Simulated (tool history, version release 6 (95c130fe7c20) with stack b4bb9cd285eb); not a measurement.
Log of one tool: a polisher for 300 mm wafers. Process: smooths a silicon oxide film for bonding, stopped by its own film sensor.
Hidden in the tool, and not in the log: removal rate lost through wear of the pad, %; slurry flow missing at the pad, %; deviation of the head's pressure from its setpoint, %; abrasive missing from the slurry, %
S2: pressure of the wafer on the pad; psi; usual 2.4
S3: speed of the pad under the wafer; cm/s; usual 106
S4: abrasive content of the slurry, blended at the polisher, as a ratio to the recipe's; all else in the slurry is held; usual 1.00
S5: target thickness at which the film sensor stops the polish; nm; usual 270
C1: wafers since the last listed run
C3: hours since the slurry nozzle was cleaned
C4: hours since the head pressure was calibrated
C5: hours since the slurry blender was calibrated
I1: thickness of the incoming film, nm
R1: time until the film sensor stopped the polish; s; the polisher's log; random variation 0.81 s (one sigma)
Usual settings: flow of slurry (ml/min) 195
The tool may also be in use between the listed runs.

{"run": 1, "hour": 0.0, "flow of slurry (ml/min)": 195, "S2": 2.4, "S3": 106, "S4": 1.2, "S5": 264, "C1": 0, "wafers polished on this pad": 600, "C3": 467.5, "C4": 248.0, "C5": 412.2, "I1": 317.6, "R1": 49.1}
{"run": 2, "hour": 9.3, "flow of slurry (ml/min)": 195, "S2": 2.4, "S3": 106, "S4": 1.0, "S5": 270, "C1": 93, "wafers polished on this pad": 694, "C3": 476.8, "C4": 257.3, "C5": 421.5, "I1": 318.1, "R1": 47.3}
{"run": 3, "hour": 19.4, "flow of slurry (ml/min)": 195, "S2": 2.4, "S3": 136, "S4": 1.0, "S5": 266, "C1": 101, "wafers polished on this pad": 795, "C3": 486.9, "C4": 267.4, "C5": 431.6, "I1": 321.1, "R1": 47.1}
{"hour": 26.6, "done": "worn pad replaced by a new one"}
{"run": 4, "hour": 35.2, "flow of slurry (ml/min)": 195, "S2": 2.4, "S3": 136, "S4": 1.0, "S5": 266, "C1": 118, "wafers polished on this pad": 87, "C3": 502.7, "C4": 283.2, "C5": 447.4, "I1": 321.1, "R1": 48.8}
{"run": 5, "hour": 41.6, "flow of slurry (ml/min)": 195, "S2": 2.4, "S3": 134, "S4": 1.0, "S5": 270, "C1": 64, "wafers polished on this pad": 151, "C3": 509.1, "C4": 289.6, "C5": 453.8, "I1": 325.4, "R1": 47.7}
{"run": 6, "hour": 58.0, "flow of slurry (ml/min)": 195, "S2": 2.4, "S3": 134, "S4": 1.0, "S5": 270, "C1": 165, "wafers polished on this pad": 316, "C3": 525.5, "C4": 306.0, "C5": 470.2, "I1": 320.7, "R1": 43.4}
{"run": 7, "hour": 65.0, "flow of slurry (ml/min)": 195, "S2": 2.4, "S3": 134, "S4": 1.0, "S5": 270, "C1": 70, "wafers polished on this pad": 387, "C3": 532.5, "C4": 313.0, "C5": 477.2, "I1": 319.0, "R1": 44.7}
{"run": 8, "hour": 76.4, "flow of slurry (ml/min)": 195, "S2": 2.4, "S3": 106, "S4": 1.0, "S5": 282, "C1": 114, "wafers polished on this pad": 501, "C3": 543.9, "C4": 324.4, "C5": 488.6, "I1": 324.5, "R1": 41.2}
{"hour": 89.0, "done": "slurry blender recalibrated"}
{"run": 9, "hour": 92.6, "flow of slurry (ml/min)": 195, "S2": 2.4, "S3": 106, "S4": 1.0, "S5": 262, "C1": 142, "wafers polished on this pad": 644, "C3": 560.1, "C4": 340.6, "C5": 3.6, "I1": 317.7, "R1": 54.9}
{"hour": 102.2, "done": "head pressure recalibrated"}
{"run": 10, "hour": 102.7, "flow of slurry (ml/min)": 195, "S2": 2.4, "S3": 106, "S4": 1.0, "S5": 262, "C1": 81, "wafers polished on this pad": 726, "C3": 570.2, "C4": 0.5, "C5": 13.7, "I1": 320.4, "R1": 63.5}
{"hour": 114.0, "done": "worn pad replaced by a new one"}
{"run": 11, "hour": 116.5, "flow of slurry (ml/min)": 195, "S2": 2.4, "S3": 106, "S4": 1.0, "S5": 262, "C1": 98, "wafers polished on this pad": 25, "C3": 584.0, "C4": 14.3, "C5": 27.5, "I1": 321.5, "R1": 62.5}
{"hour": 145.6, "done": "slurry nozzle cleaned"}
{"run": 12, "hour": 146.1, "flow of slurry (ml/min)": 195, "S2": 2.4, "S3": 106, "S4": 1.0, "S5": 270, "C1": 287, "wafers polished on this pad": 312, "C3": 0.5, "C4": 43.9, "C5": 57.1, "I1": 315.5, "R1": 42.1}
{"run": 13, "hour": 161.8, "flow of slurry (ml/min)": 195, "S2": 3.0, "S3": 106, "S4": 1.15, "S5": 270, "C1": 158, "wafers polished on this pad": 470, "C3": 16.2, "C4": 59.6, "C5": 72.8, "I1": 323.9, "R1": 38.2}
{"run": 14, "hour": 172.8, "flow of slurry (ml/min)": 195, "S2": 2.4, "S3": 106, "S4": 1.0, "S5": 253, "C1": 110, "wafers polished on this pad": 581, "C3": 27.2, "C4": 70.6, "C5": 83.8, "I1": 318.7, "R1": 61.7}
{"run": 15, "hour": 186.0, "flow of slurry (ml/min)": 195, "S2": 2.2, "S3": 80, "S4": 1.0, "S5": 270, "C1": 132, "wafers polished on this pad": 714, "C3": 40.4, "C4": 83.8, "C5": 97.0, "I1": 321.9, "R1": 61.4}
{"hour": 195.5, "done": "worn pad replaced by a new one"}
{"run": 16, "hour": 198.0, "flow of slurry (ml/min)": 195, "S2": 2.4, "S3": 106, "S4": 1.0, "S5": 270, "C1": 80, "wafers polished on this pad": 25, "C3": 52.4, "C4": 95.8, "C5": 109.0, "I1": 316.1, "R1": 43.2}
{"run": 17, "hour": 213.2, "flow of slurry (ml/min)": 195, "S2": 2.0, "S3": 106, "S4": 1.0, "S5": 270, "C1": 153, "wafers polished on this pad": 178, "C3": 67.6, "C4": 111.0, "C5": 124.2, "I1": 316.2, "R1": 49.8}
{"run": 18, "hour": 221.5, "flow of slurry (ml/min)": 195, "S2": 2.4, "S3": 106, "S4": 1.0, "S5": 270, "C1": 83, "wafers polished on this pad": 261, "C3": 75.9, "C4": 119.3, "C5": 132.5, "I1": 314.2, "R1": 42.3}
{"run": 19, "hour": 229.0, "flow of slurry (ml/min)": 195, "S2": 2.4, "S3": 106, "S4": 1.0, "S5": 262, "C1": 75, "wafers polished on this pad": 337, "C3": 83.4, "C4": 126.8, "C5": 140.0, "I1": 315.4, "R1": 50.3}
{"run": 20, "hour": 244.3, "flow of slurry (ml/min)": 250, "S2": 2.4, "S3": 106, "S4": 1.2, "S5": 270, "C1": 154, "wafers polished on this pad": 491, "C3": 98.7, "C4": 142.1, "C5": 155.3, "I1": 323.1, "R1": 44.4}
{"run": 21, "hour": 261.4, "flow of slurry (ml/min)": 195, "S2": 2.4, "S3": 106, "S4": 1.0, "S5": 260, "C1": 172, "wafers polished on this pad": 663, "C3": 115.8, "C4": 159.2, "C5": 172.4, "I1": 322.2, "R1": 57.1}
{"hour": 279.0, "done": "worn pad replaced by a new one"}
{"run": 22, "hour": 279.5, "flow of slurry (ml/min)": 175, "S2": 2.7, "S3": 116, "S4": 0.9, "S5": 270, "C1": 141, "wafers polished on this pad": 4, "C3": 133.9, "C4": 177.3, "C5": 190.5, "I1": 317.9, "R1": 39.5}
{"run": 23, "hour": 288.0, "flow of slurry (ml/min)": 195, "S2": 1.9, "S3": 92, "S4": 1.2, "S5": 257, "C1": 85, "wafers polished on this pad": 90, "C3": 142.4, "C4": 185.8, "C5": 199.0, "I1": 316.0, "R1": 68.3}
{"run": 24, "hour": 297.6, "flow of slurry (ml/min)": 195, "S2": 2.4, "S3": 106, "S4": 1.0, "S5": 270, "C1": 96, "wafers polished on this pad": 186, "C3": 152.0, "C4": 195.4, "C5": 208.6, "I1": 314.8, "R1": 39.9}
{"run": 25, "hour": 304.1, "flow of slurry (ml/min)": 195, "S2": 2.4, "S3": 106, "S4": 0.75, "S5": 270, "C1": 65, "wafers polished on this pad": 252, "C3": 158.5, "C4": 201.9, "C5": 215.1, "I1": 315.2, "R1": 46.7}
{"run": 26, "hour": 317.3, "flow of slurry (ml/min)": 195, "S2": 2.4, "S3": 106, "S4": 0.75, "S5": 270, "C1": 132, "wafers polished on this pad": 385, "C3": 171.7, "C4": 215.1, "C5": 228.3, "I1": 323.9, "R1": 55.5}
{"run": 27, "hour": 328.9, "flow of slurry (ml/min)": 195, "S2": 2.4, "S3": 106, "S4": 1.0, "S5": 261, "C1": 116, "wafers polished on this pad": 501, "C3": 183.3, "C4": 226.7, "C5": 239.9, "I1": 318.9, "R1": 51.4}
{"run": 28, "hour": 346.0, "flow of slurry (ml/min)": 195, "S2": 1.6, "S3": 124, "S4": 1.0, "S5": 270, "C1": 172, "wafers polished on this pad": 674, "C3": 200.4, "C4": 243.8, "C5": 257.0, "I1": 321.7, "R1": 65.0}
{"hour": 372.2, "done": "worn pad replaced by a new one"}
{"run": 29, "hour": 377.4, "flow of slurry (ml/min)": 195, "S2": 2.4, "S3": 106, "S4": 1.0, "S5": 270, "C1": 275, "wafers polished on this pad": 52, "C3": 231.8, "C4": 275.2, "C5": 288.4, "I1": 323.5, "R1": 49.0}
{"run": 30, "hour": 392.1, "flow of slurry (ml/min)": 195, "S2": 3.1, "S3": 86, "S4": 1.0, "S5": 270, "C1": 147, "wafers polished on this pad": 200, "C3": 246.5, "C4": 289.9, "C5": 303.1, "I1": 319.4, "R1": 38.4}

Hidden state or all else? Some run-to-run changes of R1, split into what the settings, what came in and random variation would give without the hidden state, and what is left for the hidden state (with any gauge scatter that isn't in both results):
Run 9 -> 10: head pressure recalibrated. R1 +8.6 s: hidden state +5.1, all else +3.5.
Run 11 -> 12: S5 262 -> 270, slurry nozzle cleaned. R1 -20.4 s: hidden state -6.0, all else -14.4.
Run 13 -> 14: S2 3.0 -> 2.4, S4 1.15 -> 1.00, S5 270 -> 253. R1 +23.5 s: hidden state -1.8, all else +25.3.
Run 22 -> 23: flow of slurry (ml/min) 175 -> 195, S2 2.7 -> 1.9, S3 116 -> 92, S4 0.90 -> 1.20, S5 270 -> 257. R1 +28.8 s: hidden state -2.8, all else +31.6.
Run 23 -> 24: S2 1.9 -> 2.4, S3 92 -> 106, S4 1.20 -> 1.00, S5 257 -> 270. R1 -28.4 s: hidden state +2.6, all else -31.0.
